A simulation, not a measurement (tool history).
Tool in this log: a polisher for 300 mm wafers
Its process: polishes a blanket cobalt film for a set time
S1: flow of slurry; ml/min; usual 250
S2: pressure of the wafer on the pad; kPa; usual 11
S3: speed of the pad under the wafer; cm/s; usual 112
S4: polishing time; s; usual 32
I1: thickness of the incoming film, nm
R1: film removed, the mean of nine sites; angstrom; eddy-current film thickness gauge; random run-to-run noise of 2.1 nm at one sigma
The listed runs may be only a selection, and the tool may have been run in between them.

| run | hour | S1 | S2 | S3 | S4 | I1 | R1 |
|---|---|---|---|---|---|---|---|
| 1 | 0 | 300 | 11 | 112 | 32 | 1536.4 | 1542 |
| 2 | 38.4 | 250 | 11 | 112 | 32 | 1546.3 | 1449 |
|  | 47.5 | worn pad replaced by a new one |
| 3 | 105.5 | 250 | 11 | 112 | 32 | 1569.7 | 1448 |
|  | 108.7 | slurry nozzle cleaned |
| 4 | 212.8 | 250 | 11 | 112 | 32 | 1551.6 | 1470 |
| 5 | 303.6 | 250 | 11 | 112 | 32 | 1553.6 | 1518 |
|  | 358.6 | worn pad replaced by a new one |
| 6 | 409.5 | 250 | 11 | 140 | 32 | 1536.5 | 1848 |
| 7 | 453.3 | 250 | 11 | 140 | 32 | 1535.5 | 1801 |
| 8 | 510.7 | 250 | 11 | 140 | 32 | 1527.9 | 1849 |
|  | 545.2 | head pressure recalibrated |
|  | 557.3 | slurry nozzle cleaned |
| 9 | 610.1 | 205 | 11 | 112 | 32 | 1562.7 | 1459 |
| 10 | 681.5 | 250 | 11 | 112 | 35 | 1573 | 1593 |
|  | 692 | worn pad replaced by a new one |
| 11 | 758.9 | 250 | 11 | 112 | 32 | 1580.7 | 1496 |
| 12 | 847.3 | 205 | 11 | 112 | 32 | 1543.7 | 1477 |
| 13 | 949.6 | 250 | 9 | 146 | 32 | 1529.8 | 1657 |
|  | 988.8 | worn pad replaced by a new one |
| 14 | 1028.3 | 225 | 13.8 | 136 | 23 | 1571.9 | 1540 |
|  | 1039.5 | slurry nozzle cleaned |
| 15 | 1067.8 | 250 | 11 | 84 | 32 | 1558.7 | 1132 |
| 16 | 1135.2 | 250 | 11 | 112 | 32 | 1526.4 | 1491 |
| 17 | 1200.9 | 335 | 11 | 74 | 43 | 1537.8 | 1353 |
|  | 1262.6 | worn pad replaced by a new one |
| 18 | 1299.4 | 250 | 13.1 | 86 | 40 | 1557.6 | 1596 |
| 19 | 1498.4 | 295 | 9.7 | 112 | 32 | 1568.8 | 1363 |
|  | 1511.9 | slurry nozzle cleaned |
| 20 | 1536.6 | 285 | 11 | 112 | 26 | 1575.8 | 1233 |

What the log doesn't show, run by run:
removal rate lost through wear of the pad, %: 0 in every run
slurry flow missing at the pad, %: 0 in every run
deviation of the head's pressure from its setpoint, %: 0 in every run

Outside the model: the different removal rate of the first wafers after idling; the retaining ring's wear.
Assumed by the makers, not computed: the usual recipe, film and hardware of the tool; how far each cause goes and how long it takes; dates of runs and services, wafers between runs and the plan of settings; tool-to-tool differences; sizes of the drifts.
